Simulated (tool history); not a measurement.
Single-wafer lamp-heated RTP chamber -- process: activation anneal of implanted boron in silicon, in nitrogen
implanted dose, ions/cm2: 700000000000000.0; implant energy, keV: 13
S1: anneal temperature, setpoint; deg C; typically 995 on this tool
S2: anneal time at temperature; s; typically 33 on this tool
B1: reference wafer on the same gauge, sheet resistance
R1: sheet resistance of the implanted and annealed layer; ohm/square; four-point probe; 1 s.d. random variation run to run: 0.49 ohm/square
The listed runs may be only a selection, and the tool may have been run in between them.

run	hour	S1	S2	B1	R1
1	0.0	995	25	186.19	161.56
2	33.7	978	25	186.09	168.39
3	97.3	978	25	186.02	167.49
4	143.7	978	33	186.19	166.35
5	212.7	995	33	185.89	160.80
# hour 261.6: pyrometer window cleaned and pyrometer calibrated
6	299.9	995	44	185.98	160.26
7	360.4	995	44	185.97	160.17
8	396.5	1004	33	185.97	159.28
9	461.6	1004	33	185.98	159.24
# hour 522.1: reflector plate cleaned
10	527.4	995	33	185.99	162.12
11	581.2	995	33	186.01	162.88
12	614.9	995	33	185.81	161.64
13	658.6	1013	44	186.08	158.28
14	686.8	995	26	185.86	163.05
15	733.2	995	18	185.99	163.66
16	802.3	995	18	185.98	163.82
17	841.6	995	33	186.00	162.20
18	879.3	995	14	185.99	164.00
19	939.4	995	33	186.05	161.06
20	1049.4	978	27	186.05	167.61
# hour 1084.4: pyrometer window cleaned and pyrometer calibrated
21	1106.8	1008	38	186.00	157.84
22	1176.6	1010	19	185.94	159.44
23	1224.6	995	33	185.98	161.89
24	1275.5	995	18	185.98	162.43
25	1328.2	995	25	185.92	161.40
26	1362.8	995	33	185.99	160.44
# hour 1363.8: gauge calibrated
27	1426.2	995	33	185.95	159.97
28	1458.3	972	21	185.89	170.55
29	1502.1	977	22	186.04	166.98

Estimate the outcome of run 30 from the log above:
30	1553.5	981	46	?	?

{"run 30": {"B1": 186.15, "R1": 163.04}}
With no hidden state in the tool, this same run would have given R1 166.26 ohm/square.

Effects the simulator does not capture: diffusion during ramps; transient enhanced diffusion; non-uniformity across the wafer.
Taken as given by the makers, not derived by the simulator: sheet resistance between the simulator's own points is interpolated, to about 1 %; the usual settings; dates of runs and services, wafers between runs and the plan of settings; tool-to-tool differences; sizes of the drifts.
